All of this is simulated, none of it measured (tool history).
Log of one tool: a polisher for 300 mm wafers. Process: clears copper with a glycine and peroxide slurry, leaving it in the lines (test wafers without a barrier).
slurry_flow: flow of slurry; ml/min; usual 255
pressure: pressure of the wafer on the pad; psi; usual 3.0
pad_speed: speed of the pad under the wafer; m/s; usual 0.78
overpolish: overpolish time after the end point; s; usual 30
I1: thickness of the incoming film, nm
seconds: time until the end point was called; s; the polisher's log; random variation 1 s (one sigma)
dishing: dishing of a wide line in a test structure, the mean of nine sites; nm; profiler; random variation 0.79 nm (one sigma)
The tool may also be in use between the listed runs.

run 1 hour=0.0 | slurry_flow=255 pressure=3.0 pad_speed=0.78 overpolish=30 | I1=541.3 | seconds=127.0 dishing=52.4
run 2 hour=48.4 | slurry_flow=255 pressure=3.0 pad_speed=0.78 overpolish=24 | I1=534.8 | seconds=129.9 dishing=47.2
-- hour=70.4 worn pad replaced by a new one
run 3 hour=72.4 | slurry_flow=200 pressure=3.0 pad_speed=0.78 overpolish=30 | I1=536.1 | seconds=129.7 dishing=51.7
-- hour=112.4 slurry nozzle cleaned
run 4 hour=123.5 | slurry_flow=200 pressure=3.0 pad_speed=0.78 overpolish=30 | I1=540.5 | seconds=123.5 dishing=52.0
run 5 hour=192.2 | slurry_flow=200 pressure=3.0 pad_speed=0.78 overpolish=30 | I1=545.8 | seconds=138.5 dishing=49.3
-- hour=237.4 worn pad replaced by a new one
run 6 hour=260.2 | slurry_flow=255 pressure=3.0 pad_speed=0.78 overpolish=30 | I1=538.1 | seconds=126.2 dishing=53.1
run 7 hour=294.6 | slurry_flow=255 pressure=3.0 pad_speed=0.78 overpolish=30 | I1=540.2 | seconds=128.5 dishing=50.7
-- hour=337.8 slurry nozzle cleaned
-- hour=384.8 worn pad replaced by a new one
run 8 hour=392.3 | slurry_flow=220 pressure=2.2 pad_speed=0.78 overpolish=30 | I1=539.5 | seconds=154.6 dishing=47.6
run 9 hour=427.1 | slurry_flow=295 pressure=2.2 pad_speed=0.86 overpolish=30 | I1=541.9 | seconds=144.9 dishing=48.6
-- hour=470.4 head pressure recalibrated
run 10 hour=470.9 | slurry_flow=200 pressure=3.0 pad_speed=0.94 overpolish=16 | I1=528.7 | seconds=116.8 dishing=38.3
-- hour=518.4 worn pad replaced by a new one
-- hour=527.3 slurry nozzle cleaned
run 11 hour=540.3 | slurry_flow=290 pressure=3.0 pad_speed=0.62 overpolish=48 | I1=541.3 | seconds=134.5 dishing=62.6
run 12 hour=565.1 | slurry_flow=295 pressure=3.5 pad_speed=0.78 overpolish=41 | I1=541.6 | seconds=105.3 dishing=61.2
run 13 hour=623.5 | slurry_flow=255 pressure=3.0 pad_speed=0.78 overpolish=30 | I1=541.3 | seconds=126.2 dishing=52.7
-- hour=663.5 worn pad replaced by a new one
run 14 hour=741.4 | slurry_flow=255 pressure=3.3 pad_speed=0.68 overpolish=30 | I1=547.6 | seconds=135.1 dishing=52.5
-- hour=762.0 slurry nozzle cleaned
run 15 hour=765.8 | slurry_flow=205 pressure=3.4 pad_speed=0.88 overpolish=14 | I1=540.5 | seconds=102.6 dishing=39.0

5 ways to go on from here, each from the tool as it stands after run 15. What would each give?
run A hour=766.3 | slurry_flow=255 pressure=3.0 pad_speed=0.78 overpolish=18 | I1=537.6 | seconds=? dishing=?
run B hour=766.3 | slurry_flow=190 pressure=3.4 pad_speed=0.92 overpolish=30 | I1=537.6 | seconds=? dishing=?
run C hour=766.3 | slurry_flow=300 pressure=3.9 pad_speed=0.78 overpolish=45 | I1=537.6 | seconds=? dishing=?
run D hour=766.3 | slurry_flow=185 pressure=3.0 pad_speed=0.52 overpolish=30 | I1=537.6 | seconds=? dishing=?
run E hour=766.3 | slurry_flow=190 pressure=3.0 pad_speed=0.78 overpolish=19 | I1=537.6 | seconds=? dishing=?

run=A seconds=119.7 dishing=41.6
run=B seconds=99.3 dishing=57.5
run=C seconds=94.9 dishing=65.6
run=D seconds=166.7 dishing=47.2
run=E seconds=124.9 dishing=41.8
Without the tool's hidden state the same runs would have given:
run=A seconds=111.5 dishing=43.3
run=B seconds=92.4 dishing=58.8
run=C seconds=88.5 dishing=66.3
run=D seconds=155.0 dishing=49.1
run=E seconds=116.1 dishing=43.7
